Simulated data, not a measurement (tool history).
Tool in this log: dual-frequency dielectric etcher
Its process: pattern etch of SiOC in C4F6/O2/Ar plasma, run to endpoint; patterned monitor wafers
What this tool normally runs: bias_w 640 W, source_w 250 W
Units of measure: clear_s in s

run	hour	bias_w	source_w	incoming incoming film thickness, nm	clear_s
1	0.0	640	230	36.78	14.6
2	15.3	640	230	37.01	14.8
3	43.2	576	200	36.46	16.6
4	57.9	576	200	36.47	16.5
5	91.3	640	250	36.91	14.1
6	113.1	640	250	36.52	13.8
7	143.4	640	250	36.74	14.0
8	176.5	640	250	36.61	13.9
9	196.1	640	250	36.47	13.7
10	208.4	640	250	36.69	13.8
11	227.9	640	250	36.21	13.7
12	242.3	640	250	36.98	14.0
13	277.2	640	250	36.58	13.7
14	311.0	560	250	36.09	14.2
15	334.5	640	250	36.39	13.6
16	360.6	640	250	36.31	13.6
17	393.5	640	250	36.74	13.8
# hour 401.8: source power generator calibrated
18	413.9	480	200	36.56	17.4
19	441.5	640	280	36.19	12.6
# hour 470.1: upper electrode replaced
# hour 483.2: wet clean of the chamber
20	483.7	592	250	36.78	13.7
21	484.0	640	190	36.33	15.6
22	499.1	640	250	36.80	13.3
23	528.2	780	250	36.68	12.3
24	554.5	503	200	36.49	16.5
25	585.3	640	250	36.56	13.1
# hour 621.2: wet clean of the chamber, repeated, since the last time left the tool worse
26	621.7	766	230	36.67	13.8
# hour 642.2: bias power generator calibrated
27	642.7	577	310	36.48	13.1
28	676.6	560	250	36.54	14.8
29	701.5	566	210	36.56	16.3
30	728.6	482	230	36.59	16.4
31	747.4	576	200	36.79	16.8

Run 32 comes next. What will it give?
32	776.4	727	190	36.68	?

For run 32 the tool returned clear_s 15.8 s.
On a tool with no hidden condition, and with the same random variation, this run would have come out at clear_s 15.9 s.
